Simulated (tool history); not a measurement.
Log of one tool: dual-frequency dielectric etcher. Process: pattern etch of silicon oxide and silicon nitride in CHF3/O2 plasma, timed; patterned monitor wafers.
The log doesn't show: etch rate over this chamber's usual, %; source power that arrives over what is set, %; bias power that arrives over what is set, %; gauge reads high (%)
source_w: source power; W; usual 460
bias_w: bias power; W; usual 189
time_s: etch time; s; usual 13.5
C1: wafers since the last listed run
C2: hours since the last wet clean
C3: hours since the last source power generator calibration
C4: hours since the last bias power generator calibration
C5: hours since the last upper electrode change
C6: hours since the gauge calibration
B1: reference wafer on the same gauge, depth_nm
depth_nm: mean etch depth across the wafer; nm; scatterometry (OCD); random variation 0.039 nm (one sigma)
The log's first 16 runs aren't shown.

{"run": 17, "hour": 212.8, "source_w": 460, "bias_w": 147, "time_s": 16.5, "C1": 155, "C2": 55.9, "C3": 88.8, "C4": 45.2, "C5": 64.9, "C6": 189.4, "B1": 15.31, "depth_nm": 20.43}
{"run": 18, "hour": 220.7, "source_w": 560, "bias_w": 223, "time_s": 13.5, "C1": 84, "C2": 63.8, "C3": 96.7, "C4": 53.1, "C5": 72.8, "C6": 197.3, "B1": 15.3, "depth_nm": 20.06}
{"run": 19, "hour": 232.8, "source_w": 390, "bias_w": 225, "time_s": 13.5, "C1": 128, "C2": 75.9, "C3": 108.8, "C4": 65.2, "C5": 84.9, "C6": 209.4, "B1": 15.31, "depth_nm": 17.33}
{"run": 20, "hour": 239.7, "source_w": 370, "bias_w": 175, "time_s": 13.5, "C1": 73, "C2": 82.8, "C3": 115.7, "C4": 72.1, "C5": 91.8, "C6": 216.3, "B1": 15.32, "depth_nm": 15.92}
{"run": 21, "hour": 287.3, "source_w": 460, "bias_w": 189, "time_s": 13.5, "C1": 506, "C2": 130.4, "C3": 163.3, "C4": 119.7, "C5": 139.4, "C6": 263.9, "B1": 15.3, "depth_nm": 17.7}
{"run": 22, "hour": 301.6, "source_w": 400, "bias_w": 158, "time_s": 11, "C1": 152, "C2": 144.7, "C3": 177.6, "C4": 134, "C5": 153.7, "C6": 278.2, "B1": 15.3, "depth_nm": 13.02}
{"run": 23, "hour": 311.4, "source_w": 370, "bias_w": 159, "time_s": 10.5, "C1": 104, "C2": 154.5, "C3": 187.4, "C4": 143.8, "C5": 163.5, "C6": 288, "B1": 15.3, "depth_nm": 12.07}
{"run": 24, "hour": 357.8, "source_w": 460, "bias_w": 233, "time_s": 13.5, "C1": 493, "C2": 200.9, "C3": 233.8, "C4": 190.2, "C5": 209.9, "C6": 334.4, "B1": 15.3, "depth_nm": 18.63}
{"run": 25, "hour": 372.0, "source_w": 460, "bias_w": 189, "time_s": 14.5, "C1": 151, "C2": 215.1, "C3": 248, "C4": 204.4, "C5": 224.1, "C6": 348.6, "B1": 15.3, "depth_nm": 19.11}
{"run": 26, "hour": 380.8, "source_w": 460, "bias_w": 189, "time_s": 13.5, "C1": 93, "C2": 223.9, "C3": 256.8, "C4": 213.2, "C5": 232.9, "C6": 357.4, "B1": 15.31, "depth_nm": 17.79}
{"run": 27, "hour": 398.8, "source_w": 460, "bias_w": 189, "time_s": 11.5, "C1": 191, "C2": 241.9, "C3": 274.8, "C4": 231.2, "C5": 250.9, "C6": 375.4, "B1": 15.3, "depth_nm": 15.12}
{"run": 28, "hour": 405.0, "source_w": 400, "bias_w": 208, "time_s": 11, "C1": 66, "C2": 248.1, "C3": 281, "C4": 237.4, "C5": 257.1, "C6": 381.6, "B1": 15.3, "depth_nm": 13.96}
{"run": 29, "hour": 418.3, "source_w": 460, "bias_w": 189, "time_s": 10.5, "C1": 141, "C2": 261.4, "C3": 294.3, "C4": 250.7, "C5": 270.4, "C6": 394.9, "B1": 15.3, "depth_nm": 13.75}
{"run": 30, "hour": 434.4, "source_w": 540, "bias_w": 189, "time_s": 13.5, "C1": 171, "C2": 277.5, "C3": 310.4, "C4": 266.8, "C5": 286.5, "C6": 411, "B1": 15.3, "depth_nm": 18.96}

4 ways to go on from here, each from the tool as it stands after run 30. What would each give?
{"run": "A", "hour": 434.8, "source_w": 460, "bias_w": 189, "time_s": 13.5, "C1": 4, "C2": 277.9, "C3": 310.8, "C4": 267.2, "C5": 286.9, "C6": 411.4, "B1": "?", "depth_nm": "?"}
{"run": "B", "hour": 434.8, "source_w": 380, "bias_w": 214, "time_s": 12, "C1": 4, "C2": 277.9, "C3": 310.8, "C4": 267.2, "C5": 286.9, "C6": 411.4, "B1": "?", "depth_nm": "?"}
{"run": "C", "hour": 434.8, "source_w": 520, "bias_w": 161, "time_s": 11, "C1": 4, "C2": 277.9, "C3": 310.8, "C4": 267.2, "C5": 286.9, "C6": 411.4, "B1": "?", "depth_nm": "?"}
{"run": "D", "hour": 434.8, "source_w": 460, "bias_w": 189, "time_s": 16, "C1": 4, "C2": 277.9, "C3": 310.8, "C4": 267.2, "C5": 286.9, "C6": 411.4, "B1": "?", "depth_nm": "?"}

run=A B1=15.29 depth_nm=17.71
run=B B1=15.29 depth_nm=14.98
run=C B1=15.29 depth_nm=14.64
run=D B1=15.29 depth_nm=21
Without the tool's hidden state the same runs would have given:
run=A depth_nm=17.71
run=B depth_nm=14.98
run=C depth_nm=14.64
run=D depth_nm=21

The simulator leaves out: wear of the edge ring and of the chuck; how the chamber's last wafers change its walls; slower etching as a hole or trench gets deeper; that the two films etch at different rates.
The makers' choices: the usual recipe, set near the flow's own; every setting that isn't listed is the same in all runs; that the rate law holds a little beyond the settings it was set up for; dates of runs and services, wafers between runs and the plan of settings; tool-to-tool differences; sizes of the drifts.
